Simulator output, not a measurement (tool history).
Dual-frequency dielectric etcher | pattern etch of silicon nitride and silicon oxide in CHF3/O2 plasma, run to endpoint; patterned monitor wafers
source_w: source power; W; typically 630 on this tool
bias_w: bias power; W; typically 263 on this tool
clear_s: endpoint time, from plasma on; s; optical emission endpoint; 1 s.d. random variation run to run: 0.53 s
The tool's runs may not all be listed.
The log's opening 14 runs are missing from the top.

| run | day | source_w | bias_w | incoming incoming film thickness, nm | clear_s |
|---|---|---|---|---|---|
|  | 18.542 | wet clean of the chamber |
| 15 | 18.562 | 630 | 263 | 299.3 | 161.5 |
| 16 | 18.658 | 480 | 325 | 295.5 | 177.9 |
|  | 19.467 | source power generator calibrated |
| 17 | 20.029 | 630 | 263 | 292.0 | 156.6 |
| 18 | 20.662 | 710 | 311 | 297.1 | 141.8 |
| 19 | 21.821 | 630 | 245 | 297.4 | 164.8 |
| 20 | 23.246 | 510 | 302 | 296.4 | 174.6 |
|  | 24.721 | upper electrode replaced |
| 21 | 24.742 | 700 | 239 | 298.3 | 156.0 |
| 22 | 26.175 | 710 | 263 | 297.4 | 150.2 |
| 23 | 27.483 | 690 | 217 | 295.2 | 160.6 |
|  | 28.038 | bias power generator calibrated |
| 24 | 28.400 | 500 | 219 | 294.6 | 196.3 |
| 25 | 29.346 | 780 | 312 | 295.6 | 133.6 |
| 26 | 30.375 | 630 | 263 | 293.6 | 157.8 |
| 27 | 31.442 | 480 | 309 | 296.2 | 180.1 |
| 28 | 32.912 | 520 | 221 | 297.2 | 192.1 |
| 29 | 34.075 | 630 | 263 | 297.6 | 160.6 |

Estimate the outcome of run 30 from the log above:
| 30 | 35.608 | 540 | 293 | 295.9 | ? |

{"run 30": {"clear_s": 168.9}}
Without the tool's hidden state the same run would have given clear_s 168.9 s.
